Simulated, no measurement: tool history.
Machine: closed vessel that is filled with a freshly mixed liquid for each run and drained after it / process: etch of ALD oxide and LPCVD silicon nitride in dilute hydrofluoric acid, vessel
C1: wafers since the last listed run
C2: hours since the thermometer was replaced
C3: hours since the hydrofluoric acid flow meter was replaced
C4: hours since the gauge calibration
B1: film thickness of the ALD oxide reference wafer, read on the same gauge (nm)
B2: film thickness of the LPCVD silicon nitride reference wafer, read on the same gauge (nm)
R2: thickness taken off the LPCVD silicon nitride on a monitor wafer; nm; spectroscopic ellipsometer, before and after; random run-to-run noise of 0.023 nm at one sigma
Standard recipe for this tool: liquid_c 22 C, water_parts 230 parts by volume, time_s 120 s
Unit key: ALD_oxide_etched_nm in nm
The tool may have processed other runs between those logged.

{"run": 1, "hour": 0.0, "liquid_c": 19.5, "water_parts": 265, "time_s": 120, "C1": 0, "C2": 819.1, "C3": 2187, "C4": 166, "B1": 79.95, "B2": 80.038, "ALD_oxide_etched_nm": 4.95, "R2": 0.196}
{"run": 2, "hour": 7.7, "liquid_c": 19.5, "water_parts": 265, "time_s": 120, "C1": 914, "C2": 826.8, "C3": 2194.7, "C4": 173.7, "B1": 80.03, "B2": 79.982, "ALD_oxide_etched_nm": 4.92, "R2": 0.162}
{"run": 3, "hour": 20.3, "liquid_c": 22, "water_parts": 230, "time_s": 120, "C1": 1496, "C2": 839.4, "C3": 2207.3, "C4": 186.3, "B1": 80, "B2": 79.974, "ALD_oxide_etched_nm": 6.45, "R2": 0.242}
{"run": 4, "hour": 31.5, "liquid_c": 19, "water_parts": 230, "time_s": 120, "C1": 1329, "C2": 850.6, "C3": 2218.5, "C4": 197.5, "B1": 79.99, "B2": 79.98, "ALD_oxide_etched_nm": 5.72, "R2": 0.191}
{"run": 5, "hour": 38.2, "liquid_c": 22, "water_parts": 230, "time_s": 120, "C1": 795, "C2": 857.3, "C3": 2225.2, "C4": 204.2, "B1": 80.04, "B2": 80.022, "ALD_oxide_etched_nm": 6.4, "R2": 0.205}
{"run": 6, "hour": 44.4, "liquid_c": 22, "water_parts": 230, "time_s": 120, "C1": 736, "C2": 863.5, "C3": 2231.4, "C4": 210.4, "B1": 80.02, "B2": 80, "ALD_oxide_etched_nm": 6.5, "R2": 0.176}
{"run": 7, "hour": 57.1, "liquid_c": 25.5, "water_parts": 230, "time_s": 120, "C1": 1508, "C2": 876.2, "C3": 2244.1, "C4": 223.1, "B1": 79.99, "B2": 79.983, "ALD_oxide_etched_nm": 7.32, "R2": 0.233}
{"run": 8, "hour": 72.4, "liquid_c": 25.5, "water_parts": 230, "time_s": 120, "C1": 1816, "C2": 891.5, "C3": 2259.4, "C4": 238.4, "B1": 80.02, "B2": 80.041, "ALD_oxide_etched_nm": 7.33, "R2": 0.28}
{"run": 9, "hour": 87.8, "liquid_c": 22, "water_parts": 230, "time_s": 100, "C1": 1828, "C2": 906.9, "C3": 2274.8, "C4": 253.8, "B1": 80.02, "B2": 79.966, "ALD_oxide_etched_nm": 5.36, "R2": 0.181}
{"run": 10, "hour": 95.5, "liquid_c": 22, "water_parts": 230, "time_s": 100, "C1": 914, "C2": 914.6, "C3": 2282.5, "C4": 261.5, "B1": 79.96, "B2": 79.997, "ALD_oxide_etched_nm": 5.36, "R2": 0.205}
{"run": 11, "hour": 104.1, "liquid_c": 22, "water_parts": 230, "time_s": 100, "C1": 1021, "C2": 923.2, "C3": 2291.1, "C4": 270.1, "B1": 80.01, "B2": 80.007, "ALD_oxide_etched_nm": 5.33, "R2": 0.203}
{"run": 12, "hour": 111.0, "liquid_c": 22, "water_parts": 230, "time_s": 120, "C1": 819, "C2": 930.1, "C3": 2298, "C4": 277, "B1": 79.99, "B2": 80.036, "ALD_oxide_etched_nm": 6.44, "R2": 0.218}
{"run": 13, "hour": 123.9, "liquid_c": 22, "water_parts": 230, "time_s": 120, "C1": 1531, "C2": 943, "C3": 2310.9, "C4": 289.9, "B1": 79.99, "B2": 80.008, "ALD_oxide_etched_nm": 6.4, "R2": 0.213}
{"run": 14, "hour": 137.1, "liquid_c": 20.5, "water_parts": 265, "time_s": 120, "C1": 1567, "C2": 956.2, "C3": 2324.1, "C4": 303.1, "B1": 80.05, "B2": 79.976, "ALD_oxide_etched_nm": 5.1, "R2": 0.18}
{"run": 15, "hour": 143.5, "liquid_c": 22, "water_parts": 125, "time_s": 180, "C1": 759, "C2": 962.6, "C3": 2330.5, "C4": 309.5, "B1": 80, "B2": 79.996, "ALD_oxide_etched_nm": 19.67, "R2": 0.509}
{"hour": 150.0, "done": "thermometer replaced"}
{"run": 16, "hour": 157.7, "liquid_c": 22, "water_parts": 230, "time_s": 120, "C1": 1567, "C2": 7.7, "C3": 2344.7, "C4": 323.7, "B1": 79.98, "B2": 79.99, "ALD_oxide_etched_nm": 6.75, "R2": 0.294}
{"run": 17, "hour": 166.8, "liquid_c": 22, "water_parts": 335, "time_s": 140, "C1": 1080, "C2": 16.8, "C3": 2353.8, "C4": 332.8, "B1": 80, "B2": 79.96, "ALD_oxide_etched_nm": 4.92, "R2": 0.217}
{"run": 18, "hour": 175.1, "liquid_c": 22, "water_parts": 230, "time_s": 120, "C1": 985, "C2": 25.1, "C3": 2362.1, "C4": 341.1, "B1": 79.99, "B2": 80.014, "ALD_oxide_etched_nm": 6.76, "R2": 0.22}
{"run": 19, "hour": 192.9, "liquid_c": 22, "water_parts": 285, "time_s": 120, "C1": 2113, "C2": 42.9, "C3": 2379.9, "C4": 358.9, "B1": 79.96, "B2": 79.983, "ALD_oxide_etched_nm": 5.21, "R2": 0.184}
{"run": 20, "hour": 201.4, "liquid_c": 24.5, "water_parts": 230, "time_s": 175, "C1": 1009, "C2": 51.4, "C3": 2388.4, "C4": 367.4, "B1": 80, "B2": 79.982, "ALD_oxide_etched_nm": 10.8, "R2": 0.403}
{"run": 21, "hour": 217.9, "liquid_c": 22, "water_parts": 320, "time_s": 120, "C1": 1959, "C2": 67.9, "C3": 2404.9, "C4": 383.9, "B1": 79.99, "B2": 79.987, "ALD_oxide_etched_nm": 4.43, "R2": 0.153}
{"hour": 218.0, "done": "gauge calibrated"}
{"run": 22, "hour": 233.4, "liquid_c": 20, "water_parts": 285, "time_s": 120, "C1": 1840, "C2": 83.4, "C3": 2420.4, "C4": 15.4, "B1": 79.96, "B2": 80.004, "ALD_oxide_etched_nm": 4.76, "R2": 0.176}
{"run": 23, "hour": 246.1, "liquid_c": 26.5, "water_parts": 230, "time_s": 145, "C1": 1508, "C2": 96.1, "C3": 2433.1, "C4": 28.1, "B1": 80.03, "B2": 79.989, "ALD_oxide_etched_nm": 9.55, "R2": 0.381}
{"hour": 251.7, "done": "hydrofluoric acid flow meter replaced"}
{"run": 24, "hour": 295.2, "liquid_c": 23.5, "water_parts": 150, "time_s": 75, "C1": 5711, "C2": 145.2, "C3": 43.5, "C4": 77.2, "B1": 79.95, "B2": 79.944, "ALD_oxide_etched_nm": 7.36, "R2": 0.224}
{"run": 25, "hour": 309.4, "liquid_c": 22, "water_parts": 230, "time_s": 120, "C1": 1686, "C2": 159.4, "C3": 57.7, "C4": 91.4, "B1": 79.97, "B2": 80.029, "ALD_oxide_etched_nm": 6.69, "R2": 0.222}
{"run": 26, "hour": 327.0, "liquid_c": 20.5, "water_parts": 230, "time_s": 120, "C1": 2089, "C2": 177, "C3": 75.3, "C4": 109, "B1": 80.01, "B2": 79.986, "ALD_oxide_etched_nm": 6.38, "R2": 0.197}
{"run": 27, "hour": 339.4, "liquid_c": 22, "water_parts": 230, "time_s": 75, "C1": 1472, "C2": 189.4, "C3": 87.7, "C4": 121.4, "B1": 79.98, "B2": 79.981, "ALD_oxide_etched_nm": 4.21, "R2": 0.157}

Each row is a separate what-if for the run after 27, all from the same tool condition, not one after another. Results?
{"run": "A", "hour": 340.1, "liquid_c": 22, "water_parts": 280, "time_s": 120, "C1": 83, "C2": 190.1, "C3": 88.4, "C4": 122.1, "B1": "?", "B2": "?", "ALD_oxide_etched_nm": "?", "R2": "?"}
{"run": "B", "hour": 340.1, "liquid_c": 22, "water_parts": 300, "time_s": 120, "C1": 83, "C2": 190.1, "C3": 88.4, "C4": 122.1, "B1": "?", "B2": "?", "ALD_oxide_etched_nm": "?", "R2": "?"}
{"run": "C", "hour": 340.1, "liquid_c": 22, "water_parts": 130, "time_s": 120, "C1": 83, "C2": 190.1, "C3": 88.4, "C4": 122.1, "B1": "?", "B2": "?", "ALD_oxide_etched_nm": "?", "R2": "?"}

run=A B1=80 B2=79.962 ALD_oxide_etched_nm=5.25 R2=0.177
run=B B1=80 B2=79.962 ALD_oxide_etched_nm=4.81 R2=0.166
run=C B1=80 B2=79.962 ALD_oxide_etched_nm=13.18 R2=0.376
Had the tool no hidden state, the same runs would have come out as:
run=A ALD_oxide_etched_nm=5.33 R2=0.182
run=B ALD_oxide_etched_nm=4.88 R2=0.17
run=C ALD_oxide_etched_nm=13.39 R2=0.385
